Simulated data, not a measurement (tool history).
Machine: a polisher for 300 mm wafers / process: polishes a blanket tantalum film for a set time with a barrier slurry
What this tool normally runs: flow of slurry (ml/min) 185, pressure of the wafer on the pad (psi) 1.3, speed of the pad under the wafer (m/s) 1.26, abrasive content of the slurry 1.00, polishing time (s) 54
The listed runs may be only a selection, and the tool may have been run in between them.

| run | hour | flow of slurry (ml/min) | pressure of the wafer on the pad (psi) | speed of the pad under the wafer (m/s) | abrasive content of the slurry | polishing time (s) | incoming thickness of the incoming film, nm | film removed (angstrom) |
|---|---|---|---|---|---|---|---|---|
| 1 | 0.0 | 185 | 1.3 | 1.26 | 1.00 | 54 | 211.4 | 722 |
| 2 | 22.4 | 185 | 1.3 | 1.26 | 1.00 | 54 | 208.7 | 731 |
| 3 | 37.0 | 185 | 1.3 | 1.26 | 1.00 | 54 | 211.1 | 739 |
| 4 | 72.9 | 185 | 1.3 | 1.26 | 1.00 | 54 | 208.6 | 716 |
|  | 83.2 | worn pad replaced by a new one |
| 5 | 97.2 | 185 | 1.3 | 1.26 | 1.05 | 54 | 206.3 | 729 |
|  | 101.2 | slurry blender recalibrated |
| 6 | 121.9 | 185 | 1.3 | 1.26 | 1.05 | 54 | 207.9 | 725 |
| 7 | 144.8 | 185 | 1.6 | 1.26 | 1.00 | 54 | 212.9 | 818 |
| 8 | 170.9 | 185 | 1.6 | 1.26 | 1.00 | 54 | 205.7 | 823 |
|  | 221.0 | slurry nozzle cleaned |
|  | 274.2 | worn pad replaced by a new one |
| 9 | 276.5 | 185 | 1.6 | 1.26 | 1.00 | 54 | 210.3 | 758 |
| 10 | 311.7 | 220 | 1.3 | 1.26 | 1.00 | 54 | 213.1 | 695 |
| 11 | 325.9 | 185 | 1.3 | 1.26 | 1.00 | 54 | 209.6 | 652 |
|  | 345.9 | slurry blender recalibrated |
|  | 353.9 | head pressure recalibrated |
| 12 | 359.0 | 185 | 1.3 | 1.26 | 1.00 | 54 | 211.8 | 647 |
| 13 | 394.2 | 185 | 1.3 | 0.98 | 1.00 | 54 | 207.6 | 505 |
| 14 | 411.6 | 185 | 1.3 | 1.52 | 1.00 | 66 | 213.1 | 947 |
|  | 434.8 | worn pad replaced by a new one |
|  | 436.0 | slurry nozzle cleaned, repeated, since the last time left the tool worse |
| 15 | 436.3 | 160 | 0.9 | 1.42 | 0.75 | 54 | 209.5 | 591 |
| 16 | 463.2 | 235 | 1.3 | 0.94 | 1.00 | 54 | 211.8 | 558 |
| 17 | 488.5 | 250 | 1.1 | 1.26 | 1.00 | 54 | 209.1 | 681 |
| 18 | 501.4 | 185 | 1.3 | 1.26 | 1.00 | 54 | 209.3 | 732 |
| 19 | 528.2 | 240 | 1.3 | 1.26 | 1.00 | 54 | 212.6 | 747 |
| 20 | 560.5 | 185 | 1.0 | 1.14 | 1.00 | 54 | 209.6 | 553 |
| 21 | 592.9 | 185 | 1.3 | 1.26 | 1.00 | 54 | 209.2 | 731 |
|  | 617.4 | slurry blender recalibrated |
| 22 | 617.9 | 235 | 1.1 | 1.64 | 1.00 | 54 | 205.7 | 873 |
|  | 623.6 | worn pad replaced by a new one |
| 23 | 645.3 | 245 | 1.1 | 0.96 | 1.00 | 38 | 209.8 | 365 |
| 24 | 671.7 | 185 | 1.3 | 1.38 | 1.00 | 54 | 212.9 | 783 |
| 25 | 687.9 | 145 | 0.8 | 1.26 | 1.00 | 54 | 212.9 | 515 |
|  | 695.2 | slurry nozzle cleaned |
| 26 | 722.9 | 220 | 1.3 | 1.26 | 0.90 | 45 | 211.1 | 597 |
| 27 | 758.4 | 185 | 1.7 | 1.66 | 1.00 | 62 | 209.3 | 1305 |
| 28 | 783.2 | 185 | 1.5 | 1.58 | 1.00 | 54 | 206.8 | 974 |
|  | 794.4 | worn pad replaced by a new one |
| 29 | 796.6 | 185 | 1.3 | 1.26 | 1.00 | 54 | 211.3 | 719 |

Branching from run 29: 5 alternative next runs. What would each branch give?
| A | 797.0 | 155 | 1.3 | 1.26 | 1.00 | 54 | 210.6 | ? |
| B | 797.0 | 185 | 1.3 | 1.52 | 1.00 | 46 | 210.6 | ? |
| C | 797.0 | 185 | 1.3 | 1.10 | 0.85 | 73 | 210.6 | ? |
| D | 797.0 | 185 | 1.1 | 1.02 | 1.00 | 60 | 210.6 | ? |
| E | 797.0 | 235 | 1.5 | 1.62 | 1.00 | 72 | 210.6 | ? |

| run | film removed (angstrom) |
|---|---|
| A | 705 |
| B | 748 |
| C | 811 |
| D | 594 |
| E | 1413 |
Without the tool's unlogged condition, the same runs would have read:
| run | film removed (angstrom) |
|---|---|
| A | 726 |
| B | 767 |
| C | 832 |
| D | 610 |
| E | 1442 |
